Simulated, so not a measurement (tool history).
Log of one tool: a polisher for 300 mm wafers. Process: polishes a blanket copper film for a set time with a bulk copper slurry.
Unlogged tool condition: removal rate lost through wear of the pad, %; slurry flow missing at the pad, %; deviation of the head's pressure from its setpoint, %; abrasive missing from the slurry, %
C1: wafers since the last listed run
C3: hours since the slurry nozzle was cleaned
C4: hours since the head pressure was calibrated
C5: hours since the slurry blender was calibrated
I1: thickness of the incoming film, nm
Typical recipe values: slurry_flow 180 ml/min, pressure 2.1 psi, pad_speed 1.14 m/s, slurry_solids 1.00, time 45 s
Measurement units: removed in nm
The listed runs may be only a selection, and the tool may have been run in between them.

run 1 hour=0.0 | slurry_flow=180 pressure=2.5 pad_speed=0.88 slurry_solids=1.00 time=45 | C1=0 wafers_polished_on_this_pad=363 C3=243.6 C4=481.3 C5=68.4 | I1=4276.8 | removed=436.6
run 2 hour=53.9 | slurry_flow=180 pressure=2.5 pad_speed=0.88 slurry_solids=1.00 time=45 | C1=601 wafers_polished_on_this_pad=964 C3=297.5 C4=535.2 C5=122.3 | I1=4247.8 | removed=444.0
run 3 hour=89.8 | slurry_flow=180 pressure=2.1 pad_speed=1.14 slurry_solids=0.85 time=45 | C1=400 wafers_polished_on_this_pad=1365 C3=333.4 C4=571.1 C5=158.2 | I1=4227.2 | removed=427.8
-- hour=94.1 slurry nozzle cleaned
run 4 hour=130.1 | slurry_flow=180 pressure=2.1 pad_speed=1.14 slurry_solids=0.85 time=45 | C1=438 wafers_polished_on_this_pad=1804 C3=36.0 C4=611.4 C5=198.5 | I1=4259.2 | removed=427.2
-- hour=162.5 worn pad replaced by a new one
run 5 hour=195.4 | slurry_flow=180 pressure=2.1 pad_speed=1.14 slurry_solids=0.85 time=45 | C1=684 wafers_polished_on_this_pad=367 C3=101.3 C4=676.7 C5=263.8 | I1=4229.8 | removed=425.4
run 6 hour=245.7 | slurry_flow=180 pressure=2.1 pad_speed=1.14 slurry_solids=1.00 time=45 | C1=561 wafers_polished_on_this_pad=928 C3=151.6 C4=727.0 C5=314.1 | I1=4197.0 | removed=443.5
run 7 hour=291.4 | slurry_flow=180 pressure=2.1 pad_speed=1.14 slurry_solids=1.00 time=45 | C1=510 wafers_polished_on_this_pad=1438 C3=197.3 C4=772.7 C5=359.8 | I1=4246.3 | removed=437.9
-- hour=339.0 slurry blender recalibrated
run 8 hour=339.5 | slurry_flow=180 pressure=2.1 pad_speed=1.14 slurry_solids=1.00 time=45 | C1=514 wafers_polished_on_this_pad=1953 C3=245.4 C4=820.8 C5=0.5 | I1=4325.8 | removed=444.0
-- hour=404.9 worn pad replaced by a new one
run 9 hour=405.4 | slurry_flow=180 pressure=2.1 pad_speed=1.14 slurry_solids=1.00 time=45 | C1=691 wafers_polished_on_this_pad=5 C3=311.3 C4=886.7 C5=66.4 | I1=4248.8 | removed=446.1
-- hour=425.2 slurry nozzle cleaned
run 10 hour=473.4 | slurry_flow=180 pressure=2.1 pad_speed=1.14 slurry_solids=1.00 time=45 | C1=747 wafers_polished_on_this_pad=753 C3=48.2 C4=954.7 C5=134.4 | I1=4327.5 | removed=451.5
run 11 hour=500.5 | slurry_flow=180 pressure=2.1 pad_speed=1.14 slurry_solids=1.00 time=45 | C1=302 wafers_polished_on_this_pad=1056 C3=75.3 C4=981.8 C5=161.5 | I1=4292.8 | removed=442.3
run 12 hour=552.0 | slurry_flow=210 pressure=2.1 pad_speed=1.14 slurry_solids=1.00 time=45 | C1=574 wafers_polished_on_this_pad=1631 C3=126.8 C4=1033.3 C5=213.0 | I1=4259.9 | removed=461.8
-- hour=654.2 worn pad replaced by a new one
run 13 hour=730.9 | slurry_flow=150 pressure=2.1 pad_speed=1.14 slurry_solids=1.00 time=45 | C1=1952 wafers_polished_on_this_pad=856 C3=305.7 C4=1212.2 C5=391.9 | I1=4226.2 | removed=444.6
run 14 hour=762.5 | slurry_flow=180 pressure=2.1 pad_speed=1.14 slurry_solids=1.00 time=45 | C1=352 wafers_polished_on_this_pad=1209 C3=337.3 C4=1243.8 C5=423.5 | I1=4250.9 | removed=454.9
-- hour=777.9 slurry blender recalibrated
run 15 hour=790.9 | slurry_flow=180 pressure=2.1 pad_speed=1.34 slurry_solids=1.00 time=45 | C1=294 wafers_polished_on_this_pad=1504 C3=365.7 C4=1272.2 C5=13.0 | I1=4154.6 | removed=505.6
-- hour=811.3 slurry nozzle cleaned
run 16 hour=815.2 | slurry_flow=180 pressure=1.8 pad_speed=0.86 slurry_solids=0.85 time=49 | C1=260 wafers_polished_on_this_pad=1764 C3=3.9 C4=1296.5 C5=37.3 | I1=4248.9 | removed=358.0
-- hour=829.8 head pressure recalibrated
run 17 hour=873.8 | slurry_flow=180 pressure=1.8 pad_speed=0.86 slurry_solids=0.85 time=49 | C1=631 wafers_polished_on_this_pad=2396 C3=62.5 C4=44.0 C5=95.9 | I1=4219.8 | removed=322.5
-- hour=880.3 worn pad replaced by a new one
run 18 hour=937.1 | slurry_flow=155 pressure=2.1 pad_speed=1.14 slurry_solids=1.00 time=45 | C1=662 wafers_polished_on_this_pad=634 C3=125.8 C4=107.3 C5=159.2 | I1=4171.6 | removed=397.0
run 19 hour=991.8 | slurry_flow=140 pressure=2.1 pad_speed=0.82 slurry_solids=0.75 time=45 | C1=610 wafers_polished_on_this_pad=1245 C3=180.5 C4=162.0 C5=213.9 | I1=4169.7 | removed=318.1
run 20 hour=1043.4 | slurry_flow=195 pressure=1.6 pad_speed=1.14 slurry_solids=0.85 time=53 | C1=576 wafers_polished_on_this_pad=1821 C3=232.1 C4=213.6 C5=265.5 | I1=4218.7 | removed=369.8
run 21 hour=1074.2 | slurry_flow=180 pressure=2.1 pad_speed=1.14 slurry_solids=1.00 time=45 | C1=343 wafers_polished_on_this_pad=2165 C3=262.9 C4=244.4 C5=296.3 | I1=4234.6 | removed=411.9
-- hour=1100.4 worn pad replaced by a new one
run 22 hour=1114.9 | slurry_flow=155 pressure=1.6 pad_speed=0.86 slurry_solids=1.00 time=57 | C1=409 wafers_polished_on_this_pad=162 C3=303.6 C4=285.1 C5=337.0 | I1=4284.0 | removed=336.9

3 ways to go on from here, each from the tool as it stands after run 22. What would each give?
run A hour=1115.3 | slurry_flow=180 pressure=2.6 pad_speed=1.14 slurry_solids=1.00 time=45 | C1=4 wafers_polished_on_this_pad=166 C3=304.0 C4=285.5 C5=337.4 | I1=4206.1 | removed=?
run B hour=1115.3 | slurry_flow=145 pressure=2.1 pad_speed=1.42 slurry_solids=1.15 time=45 | C1=4 wafers_polished_on_this_pad=166 C3=304.0 C4=285.5 C5=337.4 | I1=4206.1 | removed=?
run C hour=1115.3 | slurry_flow=180 pressure=2.1 pad_speed=1.34 slurry_solids=1.00 time=53 | C1=4 wafers_polished_on_this_pad=166 C3=304.0 C4=285.5 C5=337.4 | I1=4206.1 | removed=?

run=A removed=518.7
run=B removed=472.2
run=C removed=545.4
Without the tool's hidden state the same runs would have given:
run=A removed=501.1
run=B removed=456.2
run=C removed=526.9

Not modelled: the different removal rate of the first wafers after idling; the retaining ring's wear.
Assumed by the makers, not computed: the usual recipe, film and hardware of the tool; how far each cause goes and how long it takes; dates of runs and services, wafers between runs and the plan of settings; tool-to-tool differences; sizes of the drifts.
